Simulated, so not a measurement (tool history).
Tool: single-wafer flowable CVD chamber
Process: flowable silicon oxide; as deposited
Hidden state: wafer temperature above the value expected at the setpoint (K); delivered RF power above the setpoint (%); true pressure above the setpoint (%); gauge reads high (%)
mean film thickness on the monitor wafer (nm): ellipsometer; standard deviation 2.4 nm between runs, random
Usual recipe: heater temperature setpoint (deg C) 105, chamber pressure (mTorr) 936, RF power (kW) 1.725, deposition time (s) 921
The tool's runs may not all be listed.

run   hour  heater temperature setpoint (deg C)  chamber pressure (mTorr)  RF power (kW)  deposition time (s)  wafers since the last listed run  hours since the last thermocouple change  hours since the last RF generator calibration  hours since the last manometer calibration  hours since the showerhead was replaced  hours since the gauge calibration  read-back reference wafer on the same gauge, thickness_nm  mean film thickness on the monitor wafer (nm)
  1    0.0                                  105                       936          1.725                  921                                 0                                     998.2                                         1590.5                                       956.3                                   2075.0                               93.8                                                    605.841                                        556.366
  2   19.1                                  105                       936          1.725                  921                                45                                    1017.3                                         1609.6                                       975.4                                   2094.1                              112.9                                                    606.208                                        553.210
  3   35.5                                  105                       936          1.725                  921                                39                                    1033.7                                         1626.0                                       991.8                                   2110.5                              129.3                                                    605.832                                        558.674
  4   52.0                                  105                       936          1.725                  921                                39                                    1050.2                                         1642.5                                      1008.3                                   2127.0                              145.8                                                    606.133                                        553.442
  5  155.8                                  105                       936          1.725                  921                               249                                    1154.0                                         1746.3                                      1112.1                                   2230.8                              249.6                                                    605.886                                        553.111
  6  187.2                                  105                       936          1.725                  921                                75                                    1185.4                                         1777.7                                      1143.5                                   2262.2                              281.0                                                    606.542                                        552.861
  7  204.4                                  114                       936          1.875                  921                                41                                    1202.6                                         1794.9                                      1160.7                                   2279.4                              298.2                                                    606.091                                        440.310
  8  240.4                                  114                       936          1.875                  921                                86                                    1238.6                                         1830.9                                      1196.7                                   2315.4                              334.2                                                    605.695                                        443.032
     260.4  -- gauge calibrated
  9  273.7                                  105                       936          1.725                  921                                80                                    1271.9                                         1864.2                                      1230.0                                   2348.7                               13.3                                                    605.691                                        555.976
 10  332.0                                  105                       936          1.725                  921                               140                                    1330.2                                         1922.5                                      1288.3                                   2407.0                               71.6                                                    605.624                                        552.455
 11  359.6                                  105                       936          1.980                  921                                66                                    1357.8                                         1950.1                                      1315.9                                   2434.6                               99.2                                                    606.434                                        574.143
     375.6  -- capacitance manometer re-zeroed and calibrated
 12  380.9                                  105                       936          1.980                  921                                32                                    1379.1                                         1971.4                                         5.3                                   2455.9                              120.5                                                    606.318                                        578.227
     406.9  -- thermocouple changed; heater temperature recalibrated
 13  410.6                                  105                       936          1.580                  921                                52                                       3.7                                         2001.1                                        35.0                                   2485.6                              150.2                                                    606.416                                        556.075
 14  426.3                                  105                       936          1.580                  921                                37                                      19.4                                         2016.8                                        50.7                                   2501.3                              165.9                                                    606.130                                        553.859
     445.5  -- RF generator calibrated
 15  446.0                                  115                      1015          1.630                  844                                28                                      39.1                                            0.5                                        70.4                                   2521.0                              185.6                                                    605.760                                        419.285
 16  504.1                                  117                       936          1.725                  828                               139                                      97.2                                           58.6                                       128.5                                   2579.1                              243.7                                                    605.641                                        366.625
 17  533.5                                   90                       844          1.935                  779                                70                                     126.6                                           88.0                                       157.9                                   2608.5                              273.1                                                    606.137                                        693.084
     566.5  -- showerhead replaced, of another model than before
 18  567.0                                   99                       936          1.595                 1001                                61                                     160.1                                          121.5                                       191.4                                      0.5                              306.6                                                    605.889                                        730.812
 19  595.7                                  105                       936          1.725                  921                                69                                     188.8                                          150.2                                       220.1                                     29.2                              335.3                                                    605.742                                        568.961
 20  622.4                                   93                       936          1.530                  921                                64                                     215.5                                          176.9                                       246.8                                     55.9                              362.0                                                    606.226                                        784.661
     641.3  -- gauge calibrated
 21  645.4                                  105                       936          1.385                  921                                55                                     238.5                                          199.9                                       269.8                                     78.9                                4.1                                                    605.615                                        543.109
 22  666.9                                  115                       936          1.725                 1031                                51                                     260.0                                          221.4                                       291.3                                    100.4                               25.6                                                    605.774                                        475.518
 23  679.1                                  105                       936          1.725                  921                                29                                     272.2                                          233.6                                       303.5                                    112.6                               37.8                                                    605.772                                        563.182
 24  692.8                                  105                      1093          1.725                  992                                32                                     285.9                                          247.3                                       317.2                                    126.3                               51.5                                                    606.375                                        657.027
 25  725.1                                   94                       936          2.020                  979                                77                                     318.2                                          279.6                                       349.5                                    158.6                               83.8                                                    605.205                                        843.894
 26  743.3                                  114                       936          1.875                  921                                43                                     336.4                                          297.8                                       367.7                                    176.8                              102.0                                                    605.785                                        444.683
 27  767.3                                  105                      1090          1.470                  869                                57                                     360.4                                          321.8                                       391.7                                    200.8                              126.0                                                    606.099                                        559.581
 28  786.8                                  105                       730          1.725                  921                                46                                     379.9                                          341.3                                       411.2                                    220.3                              145.5                                                    606.232                                        500.928

Each row is a separate what-if for the run after 28, all from the same tool condition, not one after another. Results?
  A  787.5                                  105                       936          1.725                  921                                 1                                     380.6                                          342.0                                       411.9                                    221.0                              146.2                                                          ?                                              ?
  B  787.5                                   99                       936          1.950                  815                                 1                                     380.6                                          342.0                                       411.9                                    221.0                              146.2                                                          ?                                              ?
  C  787.5                                  105                       936          1.725                  767                                 1                                     380.6                                          342.0                                       411.9                                    221.0                              146.2                                                          ?                                              ?
  D  787.5                                   94                      1014          1.725                  921                                 1                                     380.6                                          342.0                                       411.9                                    221.0                              146.2                                                          ?                                              ?

run  read-back reference wafer on the same gauge, thickness_nm  mean film thickness on the monitor wafer (nm)
  A                                                    606.044                                        559.562
  B                                                    606.044                                        603.617
  C                                                    606.044                                        465.998
  D                                                    606.044                                        805.326
Without the tool's hidden state the same runs would have given:
run  mean film thickness on the monitor wafer (nm)
  A                                        572.294
  B                                        617.411
  C                                        476.601
  D                                        823.527
